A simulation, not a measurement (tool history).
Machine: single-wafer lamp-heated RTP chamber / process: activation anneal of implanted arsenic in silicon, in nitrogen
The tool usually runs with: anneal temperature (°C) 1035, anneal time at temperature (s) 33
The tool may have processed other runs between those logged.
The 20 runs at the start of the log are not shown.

run,hour,anneal temperature (°C),anneal time at temperature (s),wafers since the last listed run,wafers since the last pyrometer calibration,wafers since the reflector plate was cleaned,hours since the gauge calibration,"read-back reference wafer on the same gauge, sheet resistance",sheet resistance of the implanted and annealed layer (ohm/square)
21,1628.6,1035,33,791,8232,7446,1012.3,255.98,291.46
22,1709.8,1035,17,1329,9562,8776,1093.5,256.03,298.45
# hour 1767.7: pyrometer window cleaned and pyrometer calibrated
23,1801.3,1006,44,1367,550,10144,1185,255.98,297.22
24,1886.9,1035,33,1402,1952,11546,1270.6,256.03,291.09
25,1946.7,1035,43,979,2932,12526,1330.4,255.96,286.19
# hour 1987.6: reflector plate cleaned
26,2014.4,1047,33,977,3910,438,1398.1,256.03,287.51
27,2073,1015,41,959,4870,1398,1456.7,256,295.5
28,2171,1035,48,1605,6475,3003,1554.7,255.97,285.97
29,2211,1035,20,655,7130,3658,1594.7,256.02,298.99
# hour 2467.2: pyrometer window cleaned and pyrometer calibrated
30,2522.6,1057,48,4972,907,8631,1906.3,256.02,276.7
31,2588.3,1024,27,1076,1984,9707,1972,256.02,296.75
# hour 2683.8: reflector plate cleaned
32,2684.3,1035,25,1441,3425,8,2068,255.93,295.12
33,2750.3,1026,25,1081,4506,1089,2134,255.95,299.01
34,2832.7,1064,21,1349,5856,2439,2216.4,256,288.48
35,2904.6,1058,51,1177,7033,3617,2288.3,255.99,275.81
36,2994.6,1035,33,1474,8507,5091,2378.3,256.05,291.26
37,3074.8,1035,49,1313,9821,6404,2458.5,255.94,285.69

Each row is a separate what-if for the run after 37, all from the same tool condition, not one after another. Results?
A,3075.2,1046,33,6,9827,6411,2458.9,?,?
B,3075.2,1007,49,6,9827,6411,2458.9,?,?
C,3075.2,1010,28,6,9827,6411,2458.9,?,?

run,"read-back reference wafer on the same gauge, sheet resistance",sheet resistance of the implanted and annealed layer (ohm/square)
A,255.93,287.13
B,255.93,294.46
C,255.93,300.34
With no hidden state in the tool, these same runs would have given:
run,sheet resistance of the implanted and annealed layer (ohm/square)
A,287.13
B,294.46
C,300.34
